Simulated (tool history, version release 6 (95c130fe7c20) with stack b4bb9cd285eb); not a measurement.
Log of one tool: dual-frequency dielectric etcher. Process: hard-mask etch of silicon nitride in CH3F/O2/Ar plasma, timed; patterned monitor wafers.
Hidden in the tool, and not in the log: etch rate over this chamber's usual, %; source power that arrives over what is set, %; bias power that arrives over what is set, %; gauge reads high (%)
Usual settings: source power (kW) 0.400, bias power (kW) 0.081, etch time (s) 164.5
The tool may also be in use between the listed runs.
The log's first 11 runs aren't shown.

| run | hour | source power (kW) | bias power (kW) | etch time (s) | wafers since the last listed run | hours since the last wet clean | hours since the last source power generator calibration | hours since the last bias power generator calibration | hours since the last upper electrode change | hours since the gauge calibration | read-back reference wafer on the same gauge, depth_nm | mean etch depth across the wafer (Å) |
|---|---|---|---|---|---|---|---|---|---|---|---|---|
|  | 551.6 | source power generator calibrated |
| 12 | 572.6 | 0.400 | 0.081 | 164.5 | 220 | 189.6 | 21.0 | 4733.5 | 3860.7 | 1150.3 | 100.0 | 1038 |
|  | 592.6 | bias power generator calibrated |
|  | 613.9 | gauge calibrated |
| 13 | 619.2 | 0.480 | 0.081 | 164.5 | 374 | 236.2 | 67.6 | 26.6 | 3907.3 | 5.3 | 100.0 | 1142 |
| 14 | 652.5 | 0.350 | 0.091 | 164.5 | 292 | 269.5 | 100.9 | 59.9 | 3940.6 | 38.6 | 100.1 | 1078 |
|  | 715.2 | upper electrode replaced |
| 15 | 715.7 | 0.400 | 0.081 | 164.5 | 344 | 332.7 | 164.1 | 123.1 | 0.5 | 101.8 | 100.0 | 1068 |
| 16 | 764.5 | 0.400 | 0.097 | 205.5 | 428 | 381.5 | 212.9 | 171.9 | 49.3 | 150.6 | 100.0 | 1465 |
| 17 | 790.7 | 0.370 | 0.081 | 188.0 | 230 | 407.7 | 239.1 | 198.1 | 75.5 | 176.8 | 100.0 | 1186 |
| 18 | 926.4 | 0.360 | 0.081 | 164.5 | 1192 | 543.4 | 374.8 | 333.8 | 211.2 | 312.5 | 100.0 | 1026 |
| 19 | 965.8 | 0.400 | 0.064 | 200.0 | 346 | 582.8 | 414.2 | 373.2 | 250.6 | 351.9 | 100.0 | 1146 |
|  | 1022.9 | wet clean of the chamber |
| 20 | 1023.4 | 0.480 | 0.101 | 135.0 | 295 | 0.5 | 471.8 | 430.8 | 308.2 | 409.5 | 100.0 | 1048 |
| 21 | 1037.9 | 0.490 | 0.081 | 132.0 | 127 | 15.0 | 486.3 | 445.3 | 322.7 | 424.0 | 100.0 | 928 |
| 22 | 1084.9 | 0.370 | 0.092 | 164.5 | 413 | 62.0 | 533.3 | 492.3 | 369.7 | 471.0 | 100.0 | 1108 |
| 23 | 1126.3 | 0.360 | 0.100 | 164.5 | 363 | 103.4 | 574.7 | 533.7 | 411.1 | 512.4 | 100.0 | 1142 |
| 24 | 1175.0 | 0.400 | 0.095 | 164.5 | 428 | 152.1 | 623.4 | 582.4 | 459.8 | 561.1 | 100.0 | 1162 |
| 25 | 1208.9 | 0.400 | 0.081 | 164.5 | 297 | 186.0 | 657.3 | 616.3 | 493.7 | 595.0 | 100.0 | 1066 |
| 26 | 1265.9 | 0.330 | 0.096 | 164.5 | 501 | 243.0 | 714.3 | 673.3 | 550.7 | 652.0 | 100.0 | 1088 |
| 27 | 1326.3 | 0.400 | 0.062 | 146.0 | 530 | 303.4 | 774.7 | 733.7 | 611.1 | 712.4 | 100.1 | 817 |
| 28 | 1371.8 | 0.400 | 0.081 | 164.5 | 399 | 348.9 | 820.2 | 779.2 | 656.6 | 757.9 | 100.0 | 1069 |
| 29 | 1442.7 | 0.400 | 0.081 | 164.5 | 623 | 419.8 | 891.1 | 850.1 | 727.5 | 828.8 | 100.0 | 1068 |
|  | 1502.9 | wet clean of the chamber |
| 30 | 1503.4 | 0.400 | 0.062 | 164.5 | 322 | 0.5 | 951.8 | 910.8 | 788.2 | 889.5 | 100.0 | 924 |

4 ways to go on from here, each from the tool as it stands after run 30. What would each give?
| A | 1503.9 | 0.400 | 0.081 | 185.0 | 4 | 1.0 | 952.3 | 911.3 | 788.7 | 890.0 | ? | ? |
| B | 1503.9 | 0.470 | 0.088 | 118.5 | 4 | 1.0 | 952.3 | 911.3 | 788.7 | 890.0 | ? | ? |
| C | 1503.9 | 0.400 | 0.081 | 177.0 | 4 | 1.0 | 952.3 | 911.3 | 788.7 | 890.0 | ? | ? |
| D | 1503.9 | 0.440 | 0.081 | 184.0 | 4 | 1.0 | 952.3 | 911.3 | 788.7 | 890.0 | ? | ? |

| run | read-back reference wafer on the same gauge, depth_nm | mean etch depth across the wafer (Å) |
|---|---|---|
| A | 100.0 | 1199 |
| B | 100.0 | 852 |
| C | 100.0 | 1147 |
| D | 100.0 | 1236 |
Without the tool's hidden state the same runs would have given:
| run | mean etch depth across the wafer (Å) |
|---|---|
| A | 1206 |
| B | 858 |
| C | 1154 |
| D | 1244 |
